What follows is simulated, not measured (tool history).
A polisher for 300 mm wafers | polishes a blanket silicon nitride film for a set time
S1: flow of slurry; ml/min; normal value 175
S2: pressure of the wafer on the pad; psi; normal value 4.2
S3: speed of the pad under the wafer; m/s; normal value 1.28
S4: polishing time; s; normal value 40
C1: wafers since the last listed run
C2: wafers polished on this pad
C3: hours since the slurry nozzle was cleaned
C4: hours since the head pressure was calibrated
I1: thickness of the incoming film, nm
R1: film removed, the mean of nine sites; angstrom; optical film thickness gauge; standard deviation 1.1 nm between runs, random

Run 1, hour 0: usual settings but S3 1.58 m/s; C1 0; C2 4746; C3 358.5; C4 20.9; I1 544.3. Result: R1 1370 angstrom.
At hour 46.1: worn pad replaced by a new one.
Run 2, hour 66.1: usual settings but S4 33 s; C1 1048; C2 337; C3 424.6; C4 87; I1 546.6. Result: R1 980 angstrom.
At hour 72.2: slurry nozzle cleaned.
Run 3, hour 123.6: usual settings but S4 33 s; C1 954; C2 1291; C3 51.4; C4 144.5; I1 540.3. Result: R1 1004 angstrom.
Run 4, hour 161.7: usual settings but S4 33 s; C1 643; C2 1935; C3 89.5; C4 182.6; I1 534.8. Result: R1 994 angstrom.
Run 5, hour 213.8: usual settings; C1 879; C2 2815; C3 141.6; C4 234.7; I1 535.3. Result: R1 1241 angstrom.
At hour 313.8: head pressure recalibrated.
Run 6, hour 319.3: usual settings; C1 1748; C2 4563; C3 247.1; C4 5.5; I1 540.3. Result: R1 1160 angstrom.
At hour 392.2: worn pad replaced by a new one.
Run 7, hour 392.7: usual settings; C1 1172; C2 7; C3 320.5; C4 78.9; I1 544.3. Result: R1 1218 angstrom.
Run 8, hour 463.4: usual settings; C1 1194; C2 1201; C3 391.2; C4 149.6; I1 536. Result: R1 1248 angstrom.
At hour 544.7: slurry nozzle cleaned.
Run 9, hour 559.3: usual settings but S1 140 ml/min; C1 1602; C2 2804; C3 14.6; C4 245.5; I1 534.2. Result: R1 1232 angstrom.
Run 10, hour 665.7: usual settings; C1 1797; C2 4601; C3 121; C4 351.9; I1 529.4. Result: R1 1316 angstrom.
At hour 700.7: head pressure recalibrated.
Run 11, hour 713.9: usual settings but S2 3.3 psi; C1 780; C2 5382; C3 169.2; C4 13.2; I1 535.5. Result: R1 920 angstrom.
At hour 720.4: worn pad replaced by a new one.
Run 12, hour 779.8: usual settings but S2 3.3 psi; C1 1045; C2 1003; C3 235.1; C4 79.1; I1 545.1. Result: R1 951 angstrom.
Run 13, hour 846.5: usual settings but S3 1.04 m/s, S4 29 s; C1 1126; C2 2130; C3 301.8; C4 145.8; I1 543.7. Result: R1 746 angstrom.
Run 14, hour 893.1: usual settings but S3 1.04 m/s, S4 29 s; C1 787; C2 2917; C3 348.4; C4 192.4; I1 536.1. Result: R1 760 angstrom.
Run 15, hour 934.4: usual settings but S2 4.9 psi; C1 697; C2 3614; C3 389.7; C4 233.7; I1 542.2. Result: R1 1462 angstrom.
Run 16, hour 995.6: usual settings but S3 1.04 m/s; C1 1033; C2 4648; C3 450.9; C4 294.9; I1 537.5. Result: R1 1066 angstrom.
At hour 1030.6: slurry nozzle cleaned.
At hour 1042.8: head pressure recalibrated.
At hour 1093.7: worn pad replaced by a new one.
Run 17, hour 1100.6: usual settings; C1 1655; C2 117; C3 70; C4 57.8; I1 548. Result: R1 1153 angstrom.
Run 18, hour 1180.3: usual settings but S1 205 ml/min, S2 3.6 psi, S3 1.12 m/s, S4 47 s; C1 1346; C2 1463; C3 149.7; C4 137.5; I1 545.9. Result: R1 1093 angstrom.
Run 19, hour 1243: usual settings but S1 125 ml/min, S2 3.5 psi, S4 35 s; C1 1059; C2 2522; C3 212.4; C4 200.2; I1 542.6. Result: R1 840 angstrom.
Run 20, hour 1339.2: usual settings but S1 230 ml/min, S4 31 s; C1 1624; C2 4147; C3 308.6; C4 296.4; I1 540.4. Result: R1 989 angstrom.
At hour 1374.6: head pressure recalibrated.
Run 21, hour 1423.1: usual settings but S1 235 ml/min, S3 1.58 m/s; C1 1383; C2 5530; C3 392.5; C4 48.5; I1 540.4. Result: R1 1445 angstrom.
Run 22, hour 1493.9: usual settings but S2 5.2 psi; C1 1195; C2 6726; C3 463.3; C4 119.3; I1 541.1. Result: R1 1527 angstrom.
At hour 1514.1: slurry nozzle cleaned.
At hour 1532.1: worn pad replaced by a new one.
Run 23, hour 1576: usual settings but S1 135 ml/min, S2 2.7 psi, S3 0.86 m/s, S4 46 s; C1 1302; C2 740; C3 61.9; C4 201.4; I1 529.9. Result: R1 651 angstrom.
Run 24, hour 1612.1: usual settings; C1 609; C2 1350; C3 98; C4 237.5; I1 542.9. Result: R1 1256 angstrom.
Run 25, hour 1670.6: usual settings but S4 35 s; C1 988; C2 2338; C3 156.5; C4 296; I1 546.8. Result: R1 1123 angstrom.
At hour 1720.2: head pressure recalibrated.
Run 26, hour 1731.6: usual settings; C1 996; C2 3335; C3 217.5; C4 11.4; I1 539.8. Result: R1 1148 angstrom.
Run 27, hour 1839: usual settings but S4 50 s; C1 1813; C2 5149; C3 324.9; C4 118.8; I1 536. Result: R1 1473 angstrom.

Run 28, settings as shown, results not yet in. Your forecast:
Run 28, hour 1924.7: usual settings but S2 4.9 psi, S3 1.68 m/s, S4 46 s; C1 1447; C2 6596; C3 410.6; C4 204.5; I1 548.1. Result: R1 ?.

Logged for run 28: R1 2082 angstrom.
Had the tool carried no hidden state, the very same run would have given R1 1978 angstrom.
